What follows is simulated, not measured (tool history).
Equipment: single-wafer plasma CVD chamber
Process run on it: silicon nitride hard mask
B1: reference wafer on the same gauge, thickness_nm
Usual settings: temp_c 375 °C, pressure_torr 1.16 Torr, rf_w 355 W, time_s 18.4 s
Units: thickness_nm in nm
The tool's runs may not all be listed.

{"run": 1, "hour": 0.0, "temp_c": 375, "pressure_torr": 1.16, "rf_w": 355, "time_s": 18.4, "B1": 20.356, "thickness_nm": 20.507}
{"hour": 11.8, "done": "RF generator calibrated"}
{"run": 2, "hour": 25.9, "temp_c": 375, "pressure_torr": 1.16, "rf_w": 355, "time_s": 18.4, "B1": 20.332, "thickness_nm": 20.549}
{"run": 3, "hour": 92.3, "temp_c": 375, "pressure_torr": 1.16, "rf_w": 355, "time_s": 18.4, "B1": 20.273, "thickness_nm": 20.415}
{"hour": 103.3, "done": "showerhead replaced"}
{"run": 4, "hour": 129.8, "temp_c": 375, "pressure_torr": 1.16, "rf_w": 355, "time_s": 18.4, "B1": 20.289, "thickness_nm": 20.385}
{"hour": 167.2, "done": "gauge calibrated"}
{"run": 5, "hour": 211.2, "temp_c": 375, "pressure_torr": 1.16, "rf_w": 355, "time_s": 18.4, "B1": 20.842, "thickness_nm": 20.839}
{"run": 6, "hour": 276.4, "temp_c": 375, "pressure_torr": 1.16, "rf_w": 355, "time_s": 18.4, "B1": 20.777, "thickness_nm": 21.008}
{"hour": 305.1, "done": "capacitance manometer re-zeroed and calibrated"}
{"run": 7, "hour": 329.6, "temp_c": 375, "pressure_torr": 1.16, "rf_w": 355, "time_s": 18.4, "B1": 20.737, "thickness_nm": 21.007}
{"run": 8, "hour": 359.6, "temp_c": 375, "pressure_torr": 1.29, "rf_w": 380, "time_s": 18.4, "B1": 20.791, "thickness_nm": 22.353}
{"run": 9, "hour": 401.0, "temp_c": 375, "pressure_torr": 1.16, "rf_w": 355, "time_s": 18.4, "B1": 20.706, "thickness_nm": 20.91}
{"run": 10, "hour": 429.5, "temp_c": 375, "pressure_torr": 0.97, "rf_w": 380, "time_s": 18.4, "B1": 20.705, "thickness_nm": 21.261}
{"run": 11, "hour": 498.5, "temp_c": 375, "pressure_torr": 1.16, "rf_w": 400, "time_s": 18.4, "B1": 20.679, "thickness_nm": 22.691}
{"run": 12, "hour": 542.3, "temp_c": 375, "pressure_torr": 1.16, "rf_w": 415, "time_s": 18.4, "B1": 20.662, "thickness_nm": 23.102}
{"run": 13, "hour": 581.0, "temp_c": 375, "pressure_torr": 1.16, "rf_w": 355, "time_s": 18.4, "B1": 20.651, "thickness_nm": 20.811}
{"run": 14, "hour": 638.8, "temp_c": 375, "pressure_torr": 0.98, "rf_w": 355, "time_s": 18.4, "B1": 20.606, "thickness_nm": 20.198}
{"run": 15, "hour": 671.4, "temp_c": 379, "pressure_torr": 1.16, "rf_w": 390, "time_s": 18.4, "B1": 20.577, "thickness_nm": 22.259}
{"run": 16, "hour": 729.2, "temp_c": 371, "pressure_torr": 1.16, "rf_w": 335, "time_s": 18.4, "B1": 20.576, "thickness_nm": 20.191}
{"run": 17, "hour": 757.8, "temp_c": 375, "pressure_torr": 1.16, "rf_w": 355, "time_s": 15, "B1": 20.529, "thickness_nm": 16.915}
{"run": 18, "hour": 796.5, "temp_c": 364, "pressure_torr": 1.16, "rf_w": 355, "time_s": 18.4, "B1": 20.514, "thickness_nm": 20.914}
{"run": 19, "hour": 965.7, "temp_c": 375, "pressure_torr": 1.16, "rf_w": 355, "time_s": 18.4, "B1": 20.413, "thickness_nm": 20.599}
{"run": 20, "hour": 1003.5, "temp_c": 361, "pressure_torr": 1.16, "rf_w": 335, "time_s": 18.4, "B1": 20.391, "thickness_nm": 19.889}
{"run": 21, "hour": 1040.9, "temp_c": 375, "pressure_torr": 1.29, "rf_w": 380, "time_s": 18.4, "B1": 20.394, "thickness_nm": 22.05}
{"run": 22, "hour": 1087.1, "temp_c": 371, "pressure_torr": 1.16, "rf_w": 355, "time_s": 18.4, "B1": 20.37, "thickness_nm": 20.645}
{"run": 23, "hour": 1130.5, "temp_c": 375, "pressure_torr": 1.16, "rf_w": 355, "time_s": 18.4, "B1": 20.345, "thickness_nm": 20.562}
{"run": 24, "hour": 1181.8, "temp_c": 375, "pressure_torr": 1.16, "rf_w": 355, "time_s": 18.4, "B1": 20.293, "thickness_nm": 20.698}
{"run": 25, "hour": 1239.2, "temp_c": 375, "pressure_torr": 1.16, "rf_w": 355, "time_s": 15.5, "B1": 20.291, "thickness_nm": 17.385}
{"run": 26, "hour": 1308.7, "temp_c": 360, "pressure_torr": 1.16, "rf_w": 355, "time_s": 18.4, "B1": 20.28, "thickness_nm": 20.596}
{"run": 27, "hour": 1343.4, "temp_c": 375, "pressure_torr": 1.16, "rf_w": 355, "time_s": 18.4, "B1": 20.222, "thickness_nm": 20.589}
{"run": 28, "hour": 1408.8, "temp_c": 375, "pressure_torr": 1.16, "rf_w": 335, "time_s": 18.4, "B1": 20.19, "thickness_nm": 19.912}

Forecast each of these 4 alternatives for the next run:
{"run": "A", "hour": 1409.2, "temp_c": 375, "pressure_torr": 1.16, "rf_w": 355, "time_s": 18.4, "B1": "?", "thickness_nm": "?"}
{"run": "B", "hour": 1409.2, "temp_c": 375, "pressure_torr": 1.16, "rf_w": 355, "time_s": 17.1, "B1": "?", "thickness_nm": "?"}
{"run": "C", "hour": 1409.2, "temp_c": 360, "pressure_torr": 1.29, "rf_w": 355, "time_s": 18.4, "B1": "?", "thickness_nm": "?"}
{"run": "D", "hour": 1409.2, "temp_c": 375, "pressure_torr": 1.16, "rf_w": 310, "time_s": 20.5, "B1": "?", "thickness_nm": "?"}

run=A B1=20.232 thickness_nm=20.383
run=B B1=20.232 thickness_nm=18.946
run=C B1=20.232 thickness_nm=20.859
run=D B1=20.232 thickness_nm=20.861
Without the tool's unlogged condition, the same runs would have read:
run=A thickness_nm=21.083
run=B thickness_nm=19.597
run=C thickness_nm=21.575
run=D thickness_nm=21.577
